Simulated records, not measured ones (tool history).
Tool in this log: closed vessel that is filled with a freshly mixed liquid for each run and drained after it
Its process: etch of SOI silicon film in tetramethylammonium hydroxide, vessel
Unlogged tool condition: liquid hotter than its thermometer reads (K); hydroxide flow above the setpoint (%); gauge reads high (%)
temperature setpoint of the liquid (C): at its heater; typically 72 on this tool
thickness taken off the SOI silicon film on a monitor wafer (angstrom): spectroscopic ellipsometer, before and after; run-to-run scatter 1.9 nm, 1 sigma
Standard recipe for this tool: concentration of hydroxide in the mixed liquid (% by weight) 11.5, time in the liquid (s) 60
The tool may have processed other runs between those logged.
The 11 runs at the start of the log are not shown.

| run | day | temperature setpoint of the liquid (C) | concentration of hydroxide in the mixed liquid (% by weight) | time in the liquid (s) | wafers since the last listed run | hours since the thermometer was replaced | hours since the hydroxide flow meter was replaced | hours since the gauge calibration | read-back film thickness of the SOI silicon film reference wafer, read on the same gauge (nm) | thickness taken off the SOI silicon film on a monitor wafer (angstrom) |
|---|---|---|---|---|---|---|---|---|---|---|
| 12 | 17.312 | 72 | 11.5 | 60 | 2222 | 1896.5 | 462.3 | 417.7 | 91.78 | 4820.2 |
| 13 | 19.567 | 72 | 11.5 | 60 | 4752 | 1950.6 | 516.4 | 471.8 | 91.96 | 4859.9 |
| 14 | 20.954 | 72 | 11.5 | 60 | 2925 | 1983.9 | 549.7 | 505.1 | 92.11 | 4868.7 |
| 15 | 23.396 | 72 | 11.5 | 60 | 5147 | 2042.5 | 608.3 | 563.7 | 92.31 | 4874.9 |
| 16 | 27.079 | 75 | 11.5 | 80 | 7765 | 2130.9 | 696.7 | 652.1 | 92.63 | 7729.5 |
| 17 | 29.683 | 72 | 11.5 | 60 | 5490 | 2193.4 | 759.2 | 714.6 | 92.87 | 4866.6 |
| 18 | 31.4 | 77 | 9.5 | 35 | 3619 | 2234.6 | 800.4 | 755.8 | 93 | 4089.9 |
| 19 | 33.129 | 75.5 | 8.5 | 75 | 3645 | 2276.1 | 841.9 | 797.3 | 93.16 | 8355.5 |
| 20 | 35.833 | 64.5 | 9.5 | 60 | 5701 | 2341 | 906.8 | 862.2 | 93.35 | 3385.6 |
|  | 37.171 | thermometer replaced |
| 21 | 37.192 | 72 | 11.5 | 60 | 2775 | 0.5 | 939.4 | 894.8 | 93.49 | 4931.3 |
| 22 | 38.721 | 72 | 8.5 | 60 | 3223 | 37.2 | 976.1 | 931.5 | 93.6 | 5481.4 |
| 23 | 40.333 | 72 | 10 | 60 | 3399 | 75.9 | 1014.8 | 970.2 | 93.78 | 5203.9 |
| 24 | 42.4 | 72 | 11.5 | 60 | 4357 | 125.5 | 1064.4 | 1019.8 | 93.94 | 4939 |
|  | 47.354 | hydroxide flow meter replaced |
|  | 49.733 | gauge calibrated |
| 25 | 51.088 | 77.5 | 11.5 | 40 | 18228 | 334 | 89.6 | 32.5 | 90.53 | 4363.4 |
| 26 | 52.779 | 72 | 11.5 | 70 | 3566 | 374.6 | 130.2 | 73.1 | 90.61 | 5541.4 |
| 27 | 54.642 | 72 | 11.5 | 60 | 3926 | 419.3 | 174.9 | 117.8 | 90.79 | 4774.5 |
| 28 | 55.792 | 75 | 9.5 | 40 | 2424 | 446.9 | 202.5 | 145.4 | 90.92 | 4034.1 |
| 29 | 57.938 | 75 | 8.5 | 40 | 4524 | 498.4 | 254 | 196.9 | 91.05 | 4266.2 |
| 30 | 59.5 | 76 | 13 | 30 | 3294 | 535.9 | 291.5 | 234.4 | 91.18 | 2860.3 |
| 31 | 62.429 | 76 | 11.5 | 90 | 6175 | 606.2 | 361.8 | 304.7 | 91.44 | 9098.2 |
| 32 | 63.912 | 75 | 9.5 | 40 | 3127 | 641.8 | 397.4 | 340.3 | 91.53 | 4114.8 |
| 33 | 66.054 | 72 | 11.5 | 60 | 4515 | 693.2 | 448.8 | 391.7 | 91.77 | 4857 |

Consider 5 possible next runs. They are alternatives, not a sequence: every one starts from the tool as it was left by run 33. What does each give?
| A | 66.083 | 72 | 11.5 | 60 | 61 | 693.9 | 449.5 | 392.4 | ? | ? |
| B | 66.083 | 68.5 | 10 | 85 | 61 | 693.9 | 449.5 | 392.4 | ? | ? |
| C | 66.083 | 69.5 | 11.5 | 90 | 61 | 693.9 | 449.5 | 392.4 | ? | ? |
| D | 66.083 | 68.5 | 9 | 75 | 61 | 693.9 | 449.5 | 392.4 | ? | ? |
| E | 66.083 | 66 | 11.5 | 60 | 61 | 693.9 | 449.5 | 392.4 | ? | ? |

| run | read-back film thickness of the SOI silicon film reference wafer, read on the same gauge (nm) | thickness taken off the SOI silicon film on a monitor wafer (angstrom) |
|---|---|---|
| A | 91.79 | 4845.6 |
| B | 91.79 | 5870.3 |
| C | 91.79 | 6280.2 |
| D | 91.79 | 5397.9 |
| E | 91.79 | 3399.9 |
Without the tool's unlogged condition, the same runs would have read:
| run | thickness taken off the SOI silicon film on a monitor wafer (angstrom) |
|---|---|
| A | 4751.9 |
| B | 5756.8 |
| C | 6158.8 |
| D | 5293.5 |
| E | 3334.1 |

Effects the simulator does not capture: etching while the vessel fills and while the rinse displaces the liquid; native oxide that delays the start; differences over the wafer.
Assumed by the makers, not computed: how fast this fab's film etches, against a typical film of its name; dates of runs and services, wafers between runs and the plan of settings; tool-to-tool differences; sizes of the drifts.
